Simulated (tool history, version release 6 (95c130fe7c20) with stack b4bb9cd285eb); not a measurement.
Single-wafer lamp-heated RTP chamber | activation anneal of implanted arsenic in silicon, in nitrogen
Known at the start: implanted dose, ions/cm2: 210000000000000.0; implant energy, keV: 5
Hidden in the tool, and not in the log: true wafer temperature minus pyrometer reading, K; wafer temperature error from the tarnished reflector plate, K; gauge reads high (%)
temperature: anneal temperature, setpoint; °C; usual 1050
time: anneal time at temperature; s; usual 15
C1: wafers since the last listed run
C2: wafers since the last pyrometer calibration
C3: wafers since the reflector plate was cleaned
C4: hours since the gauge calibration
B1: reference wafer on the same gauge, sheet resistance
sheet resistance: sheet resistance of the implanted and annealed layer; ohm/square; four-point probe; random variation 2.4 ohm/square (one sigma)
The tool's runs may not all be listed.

{"run": 1, "hour": 0.0, "temperature": 1050, "time": 15, "C1": 0, "C2": 2888, "C3": 3758, "C4": 275.2, "B1": 418.07, "sheet resistance": 432.45}
{"run": 2, "hour": 19.4, "temperature": 1050, "time": 15, "C1": 251, "C2": 3139, "C3": 4009, "C4": 294.6, "B1": 417.54, "sheet resistance": 426.63}
{"run": 3, "hour": 42.8, "temperature": 1066, "time": 15, "C1": 302, "C2": 3442, "C3": 4312, "C4": 318, "B1": 417.53, "sheet resistance": 425.22}
{"run": 4, "hour": 132.0, "temperature": 1050, "time": 15, "C1": 1154, "C2": 4596, "C3": 5466, "C4": 407.2, "B1": 417.77, "sheet resistance": 431.35}
{"hour": 162.2, "done": "pyrometer window cleaned and pyrometer calibrated"}
{"run": 5, "hour": 162.7, "temperature": 1050, "time": 15, "C1": 293, "C2": 6, "C3": 5760, "C4": 437.9, "B1": 418.73, "sheet resistance": 430.91}
{"run": 6, "hour": 189.4, "temperature": 1050, "time": 15, "C1": 345, "C2": 352, "C3": 6106, "C4": 464.6, "B1": 418.23, "sheet resistance": 430.95}
{"run": 7, "hour": 206.4, "temperature": 1050, "time": 15, "C1": 219, "C2": 572, "C3": 6326, "C4": 481.6, "B1": 417.82, "sheet resistance": 429.63}
{"run": 8, "hour": 238.8, "temperature": 1050, "time": 15, "C1": 419, "C2": 991, "C3": 6745, "C4": 514, "B1": 417.86, "sheet resistance": 437.43}
{"run": 9, "hour": 266.0, "temperature": 1050, "time": 15, "C1": 351, "C2": 1343, "C3": 7097, "C4": 541.2, "B1": 417.94, "sheet resistance": 431.66}
{"run": 10, "hour": 293.6, "temperature": 1050, "time": 15, "C1": 357, "C2": 1700, "C3": 7454, "C4": 568.8, "B1": 418.14, "sheet resistance": 432.81}
{"run": 11, "hour": 326.5, "temperature": 1050, "time": 15, "C1": 425, "C2": 2126, "C3": 7880, "C4": 601.7, "B1": 417.95, "sheet resistance": 433.53}
{"run": 12, "hour": 350.1, "temperature": 1069, "time": 15, "C1": 305, "C2": 2431, "C3": 8185, "C4": 625.3, "B1": 417.28, "sheet resistance": 423.57}
{"run": 13, "hour": 371.4, "temperature": 1050, "time": 15, "C1": 275, "C2": 2707, "C3": 8461, "C4": 646.6, "B1": 418.16, "sheet resistance": 431.52}
{"run": 14, "hour": 398.8, "temperature": 1050, "time": 15, "C1": 354, "C2": 3061, "C3": 8815, "C4": 674, "B1": 417.87, "sheet resistance": 436.13}
{"hour": 398.8, "done": "gauge calibrated"}
{"run": 15, "hour": 432.2, "temperature": 1060, "time": 15, "C1": 432, "C2": 3494, "C3": 9248, "C4": 33.4, "B1": 417.71, "sheet resistance": 427.16}
{"hour": 447.1, "done": "reflector plate cleaned"}
{"run": 16, "hour": 464.0, "temperature": 1028, "time": 7, "C1": 307, "C2": 3802, "C3": 218, "C4": 65.2, "B1": 418.02, "sheet resistance": 453.69}
{"run": 17, "hour": 489.7, "temperature": 1059, "time": 19, "C1": 332, "C2": 4134, "C3": 550, "C4": 90.9, "B1": 417.69, "sheet resistance": 419.2}
{"run": 18, "hour": 506.3, "temperature": 1050, "time": 10, "C1": 214, "C2": 4349, "C3": 765, "C4": 107.5, "B1": 417.85, "sheet resistance": 443.53}
{"run": 19, "hour": 523.6, "temperature": 1023, "time": 6, "C1": 223, "C2": 4573, "C3": 989, "C4": 124.8, "B1": 418.48, "sheet resistance": 462.76}
{"run": 20, "hour": 540.6, "temperature": 1058, "time": 15, "C1": 219, "C2": 4793, "C3": 1209, "C4": 141.8, "B1": 418.56, "sheet resistance": 426.02}
{"run": 21, "hour": 558.8, "temperature": 1078, "time": 7, "C1": 235, "C2": 5028, "C3": 1445, "C4": 160, "B1": 417.65, "sheet resistance": 436.17}
{"hour": 594.5, "done": "pyrometer window cleaned and pyrometer calibrated"}
{"run": 22, "hour": 595.0, "temperature": 1033, "time": 7, "C1": 364, "C2": 6, "C3": 1809, "C4": 196.2, "B1": 418.46, "sheet resistance": 459.43}
{"run": 23, "hour": 619.9, "temperature": 1050, "time": 15, "C1": 322, "C2": 328, "C3": 2132, "C4": 221.1, "B1": 418.42, "sheet resistance": 432.51}
{"run": 24, "hour": 648.0, "temperature": 1050, "time": 15, "C1": 363, "C2": 692, "C3": 2495, "C4": 249.2, "B1": 417.85, "sheet resistance": 434.43}
{"run": 25, "hour": 677.9, "temperature": 1050, "time": 15, "C1": 386, "C2": 1079, "C3": 2882, "C4": 279.1, "B1": 418.12, "sheet resistance": 431.31}
{"run": 26, "hour": 707.9, "temperature": 1050, "time": 15, "C1": 388, "C2": 1467, "C3": 3270, "C4": 309.1, "B1": 418.3, "sheet resistance": 436.16}
{"run": 27, "hour": 742.3, "temperature": 1076, "time": 21, "C1": 445, "C2": 1912, "C3": 3716, "C4": 343.5, "B1": 417.93, "sheet resistance": 412.42}
{"run": 28, "hour": 760.9, "temperature": 1034, "time": 18, "C1": 240, "C2": 2153, "C3": 3956, "C4": 362.1, "B1": 418.1, "sheet resistance": 437.63}
{"run": 29, "hour": 796.1, "temperature": 1061, "time": 15, "C1": 455, "C2": 2609, "C3": 4412, "C4": 397.3, "B1": 417.3, "sheet resistance": 423.92}
{"run": 30, "hour": 814.4, "temperature": 1050, "time": 9, "C1": 236, "C2": 2845, "C3": 4649, "C4": 415.6, "B1": 417.99, "sheet resistance": 447.32}
{"run": 31, "hour": 836.5, "temperature": 1039, "time": 22, "C1": 285, "C2": 3131, "C3": 4935, "C4": 437.7, "B1": 417.94, "sheet resistance": 425.95}
{"run": 32, "hour": 866.7, "temperature": 1050, "time": 15, "C1": 390, "C2": 3522, "C3": 5325, "C4": 467.9, "B1": 417.81, "sheet resistance": 432.86}
{"run": 33, "hour": 895.7, "temperature": 1050, "time": 8, "C1": 375, "C2": 3897, "C3": 5701, "C4": 496.9, "B1": 418.17, "sheet resistance": 445.69}
{"run": 34, "hour": 920.9, "temperature": 1072, "time": 15, "C1": 326, "C2": 4224, "C3": 6027, "C4": 522.1, "B1": 417.65, "sheet resistance": 416.39}
{"run": 35, "hour": 940.6, "temperature": 1023, "time": 15, "C1": 254, "C2": 4478, "C3": 6282, "C4": 541.8, "B1": 417.24, "sheet resistance": 443.45}
{"run": 36, "hour": 957.8, "temperature": 1024, "time": 15, "C1": 222, "C2": 4701, "C3": 6504, "C4": 559, "B1": 417.86, "sheet resistance": 443.08}

How the hidden state differs across the entries between the runs, from the last listed run before each to the first after it:
Between runs 4 and 5: pyrometer window cleaned and pyrometer calibrated (hour 162.2)
  no hidden state differs between the two runs
Between runs 14 and 15: gauge calibrated (hour 398.8)
  no hidden state differs between the two runs
Between runs 15 and 16: reflector plate cleaned (hour 447.1)
  no hidden state differs between the two runs
Between runs 21 and 22: pyrometer window cleaned and pyrometer calibrated (hour 594.5)
  no hidden state differs between the two runs
